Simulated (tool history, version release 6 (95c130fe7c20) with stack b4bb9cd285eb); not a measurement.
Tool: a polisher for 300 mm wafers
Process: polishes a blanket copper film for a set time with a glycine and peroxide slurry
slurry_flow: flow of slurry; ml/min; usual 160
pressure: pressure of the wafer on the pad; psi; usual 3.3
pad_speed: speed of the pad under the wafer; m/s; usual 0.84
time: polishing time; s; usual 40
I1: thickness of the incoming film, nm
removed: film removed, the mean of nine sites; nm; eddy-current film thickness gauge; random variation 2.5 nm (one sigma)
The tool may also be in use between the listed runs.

{"run": 1, "hour": 0.0, "slurry_flow": 160, "pressure": 3.3, "pad_speed": 0.74, "time": 40, "I1": 1932, "removed": 260}
{"run": 2, "hour": 13.9, "slurry_flow": 160, "pressure": 3.3, "pad_speed": 0.74, "time": 40, "I1": 1946.4, "removed": 262}
{"run": 3, "hour": 28.9, "slurry_flow": 160, "pressure": 3.3, "pad_speed": 0.74, "time": 40, "I1": 1945.7, "removed": 260.8}
{"run": 4, "hour": 39.6, "slurry_flow": 160, "pressure": 3.3, "pad_speed": 0.84, "time": 40, "I1": 1956.6, "removed": 289}
{"hour": 43.8, "done": "worn pad replaced by a new one"}
{"run": 5, "hour": 51.8, "slurry_flow": 160, "pressure": 3.3, "pad_speed": 0.84, "time": 40, "I1": 1959.3, "removed": 280.8}
{"run": 6, "hour": 67.9, "slurry_flow": 160, "pressure": 2.7, "pad_speed": 0.72, "time": 40, "I1": 1973.6, "removed": 219.9}
{"run": 7, "hour": 82.5, "slurry_flow": 160, "pressure": 2.7, "pad_speed": 0.72, "time": 40, "I1": 1971.6, "removed": 215.8}
{"hour": 94.7, "done": "slurry nozzle cleaned"}
{"run": 8, "hour": 98.9, "slurry_flow": 190, "pressure": 4, "pad_speed": 0.84, "time": 40, "I1": 1927.1, "removed": 347.2}
{"hour": 107.8, "done": "head pressure recalibrated"}
{"run": 9, "hour": 111.5, "slurry_flow": 160, "pressure": 3.3, "pad_speed": 0.84, "time": 40, "I1": 1931.9, "removed": 267.2}
{"run": 10, "hour": 119.6, "slurry_flow": 160, "pressure": 3.3, "pad_speed": 1.06, "time": 28, "I1": 1926.6, "removed": 220.1}
{"hour": 130.6, "done": "worn pad replaced by a new one"}
{"run": 11, "hour": 133.5, "slurry_flow": 145, "pressure": 3.3, "pad_speed": 0.84, "time": 40, "I1": 1945, "removed": 258.1}
{"run": 12, "hour": 145.8, "slurry_flow": 210, "pressure": 2.7, "pad_speed": 1.1, "time": 40, "I1": 1906.8, "removed": 287.9}
{"run": 13, "hour": 159.8, "slurry_flow": 160, "pressure": 3.3, "pad_speed": 0.84, "time": 40, "I1": 1959.6, "removed": 263.3}
{"run": 14, "hour": 172.3, "slurry_flow": 120, "pressure": 4.4, "pad_speed": 1.02, "time": 40, "I1": 1956.3, "removed": 376.6}
{"run": 15, "hour": 180.5, "slurry_flow": 185, "pressure": 3.3, "pad_speed": 0.98, "time": 49, "I1": 1957.4, "removed": 375.2}
{"run": 16, "hour": 186.9, "slurry_flow": 115, "pressure": 3.3, "pad_speed": 0.84, "time": 29, "I1": 1961, "removed": 186.3}
{"hour": 205.6, "done": "worn pad replaced by a new one"}
{"run": 17, "hour": 218.3, "slurry_flow": 205, "pressure": 3.3, "pad_speed": 0.84, "time": 40, "I1": 1946.5, "removed": 281.6}
{"run": 18, "hour": 229.7, "slurry_flow": 110, "pressure": 3.6, "pad_speed": 1.04, "time": 28, "I1": 1967.2, "removed": 225.4}
{"run": 19, "hour": 241.0, "slurry_flow": 160, "pressure": 3.3, "pad_speed": 0.84, "time": 40, "I1": 1952.1, "removed": 274.5}

Forecast each of these 5 alternatives for the next run:
{"run": "A", "hour": 241.4, "slurry_flow": 160, "pressure": 3.3, "pad_speed": 0.84, "time": 40, "I1": 1962.5, "removed": "?"}
{"run": "B", "hour": 241.4, "slurry_flow": 185, "pressure": 3.3, "pad_speed": 1.14, "time": 53, "I1": 1962.5, "removed": "?"}
{"run": "C", "hour": 241.4, "slurry_flow": 110, "pressure": 3.3, "pad_speed": 1.04, "time": 40, "I1": 1962.5, "removed": "?"}
{"run": "D", "hour": 241.4, "slurry_flow": 120, "pressure": 3.3, "pad_speed": 0.84, "time": 36, "I1": 1962.5, "removed": "?"}
{"run": "E", "hour": 241.4, "slurry_flow": 160, "pressure": 3.3, "pad_speed": 0.84, "time": 51, "I1": 1962.5, "removed": "?"}

run=A removed=277.5
run=B removed=465.5
run=C removed=299.9
run=D removed=237.1
run=E removed=353.8
Without the tool's hidden state the same runs would have given:
run=A removed=266.6
run=B removed=446.5
run=C removed=287.8
run=D removed=227.8
run=E removed=339.9
